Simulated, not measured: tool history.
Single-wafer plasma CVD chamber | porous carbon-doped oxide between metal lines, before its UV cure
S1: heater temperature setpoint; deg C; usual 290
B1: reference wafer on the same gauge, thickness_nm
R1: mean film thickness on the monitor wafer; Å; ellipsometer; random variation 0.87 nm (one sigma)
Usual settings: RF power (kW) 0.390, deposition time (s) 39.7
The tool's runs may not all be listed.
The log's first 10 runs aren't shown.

{"run": 11, "hour": 206.9, "S1": 276, "RF power (kW)": 0.34, "deposition time (s)": 42.2, "B1": 151.053, "R1": 1777.62}
{"run": 12, "hour": 241.2, "S1": 290, "RF power (kW)": 0.36, "deposition time (s)": 43.6, "B1": 151.107, "R1": 1773.24}
{"run": 13, "hour": 274.2, "S1": 290, "RF power (kW)": 0.39, "deposition time (s)": 39.7, "B1": 151.132, "R1": 1744.42}
{"run": 14, "hour": 302.8, "S1": 290, "RF power (kW)": 0.39, "deposition time (s)": 39.7, "B1": 150.909, "R1": 1715.07}
{"hour": 315.3, "done": "thermocouple changed; heater temperature recalibrated"}
{"run": 15, "hour": 334.5, "S1": 290, "RF power (kW)": 0.39, "deposition time (s)": 43.2, "B1": 151.08, "R1": 1877.89}
{"hour": 347.0, "done": "showerhead replaced"}
{"run": 16, "hour": 368.3, "S1": 304, "RF power (kW)": 0.34, "deposition time (s)": 42.0, "B1": 150.993, "R1": 1489.13}
{"run": 17, "hour": 388.3, "S1": 290, "RF power (kW)": 0.455, "deposition time (s)": 37.6, "B1": 151.077, "R1": 1861.44}
{"run": 18, "hour": 409.1, "S1": 300, "RF power (kW)": 0.43, "deposition time (s)": 47.1, "B1": 150.855, "R1": 2104.11}
{"run": 19, "hour": 438.9, "S1": 283, "RF power (kW)": 0.335, "deposition time (s)": 45.4, "B1": 151.149, "R1": 1791.45}
{"run": 20, "hour": 461.1, "S1": 290, "RF power (kW)": 0.355, "deposition time (s)": 39.7, "B1": 150.88, "R1": 1581.71}
{"hour": 486.5, "done": "RF generator calibrated"}
{"run": 21, "hour": 493.3, "S1": 290, "RF power (kW)": 0.39, "deposition time (s)": 39.7, "B1": 150.977, "R1": 1724.29}
{"run": 22, "hour": 517.7, "S1": 280, "RF power (kW)": 0.35, "deposition time (s)": 31.9, "B1": 150.917, "R1": 1354.37}
{"run": 23, "hour": 553.4, "S1": 290, "RF power (kW)": 0.39, "deposition time (s)": 39.7, "B1": 150.986, "R1": 1737.82}
{"run": 24, "hour": 573.5, "S1": 299, "RF power (kW)": 0.32, "deposition time (s)": 36.4, "B1": 151.013, "R1": 1256.37}
{"run": 25, "hour": 595.7, "S1": 297, "RF power (kW)": 0.39, "deposition time (s)": 45.9, "B1": 150.823, "R1": 1927.74}
{"run": 26, "hour": 629.2, "S1": 280, "RF power (kW)": 0.35, "deposition time (s)": 31.9, "B1": 150.78, "R1": 1349.03}
{"run": 27, "hour": 656.6, "S1": 290, "RF power (kW)": 0.46, "deposition time (s)": 39.7, "B1": 151.232, "R1": 1973.45}
{"hour": 663.2, "done": "gauge calibrated"}
{"run": 28, "hour": 679.2, "S1": 290, "RF power (kW)": 0.39, "deposition time (s)": 39.7, "B1": 150.966, "R1": 1724.91}
{"run": 29, "hour": 700.1, "S1": 298, "RF power (kW)": 0.37, "deposition time (s)": 33.2, "B1": 151.019, "R1": 1328.98}
{"run": 30, "hour": 722.7, "S1": 282, "RF power (kW)": 0.39, "deposition time (s)": 32.4, "B1": 151.013, "R1": 1479.9}
{"run": 31, "hour": 756.4, "S1": 299, "RF power (kW)": 0.32, "deposition time (s)": 36.4, "B1": 151.012, "R1": 1258.74}
{"run": 32, "hour": 771.9, "S1": 299, "RF power (kW)": 0.39, "deposition time (s)": 35.6, "B1": 150.961, "R1": 1476.9}
{"run": 33, "hour": 803.4, "S1": 276, "RF power (kW)": 0.435, "deposition time (s)": 36.7, "B1": 150.849, "R1": 1930.24}
{"run": 34, "hour": 815.9, "S1": 290, "RF power (kW)": 0.39, "deposition time (s)": 39.7, "B1": 151.041, "R1": 1733.64}

Forecast each of these 4 alternatives for the next run:
{"run": "A", "hour": 816.3, "S1": 290, "RF power (kW)": 0.345, "deposition time (s)": 39.7, "B1": "?", "R1": "?"}
{"run": "B", "hour": 816.3, "S1": 294, "RF power (kW)": 0.42, "deposition time (s)": 42.6, "B1": "?", "R1": "?"}
{"run": "C", "hour": 816.3, "S1": 290, "RF power (kW)": 0.455, "deposition time (s)": 42.7, "B1": "?", "R1": "?"}
{"run": "D", "hour": 816.3, "S1": 282, "RF power (kW)": 0.39, "deposition time (s)": 39.7, "B1": "?", "R1": "?"}

run=A B1=150.997 R1=1554.36
run=B B1=150.997 R1=1937.22
run=C B1=150.997 R1=2124.07
run=D B1=150.997 R1=1821.02
Without the tool's hidden state the same runs would have given:
run=A R1=1554.36
run=B R1=1937.22
run=C R1=2124.07
run=D R1=1821.02

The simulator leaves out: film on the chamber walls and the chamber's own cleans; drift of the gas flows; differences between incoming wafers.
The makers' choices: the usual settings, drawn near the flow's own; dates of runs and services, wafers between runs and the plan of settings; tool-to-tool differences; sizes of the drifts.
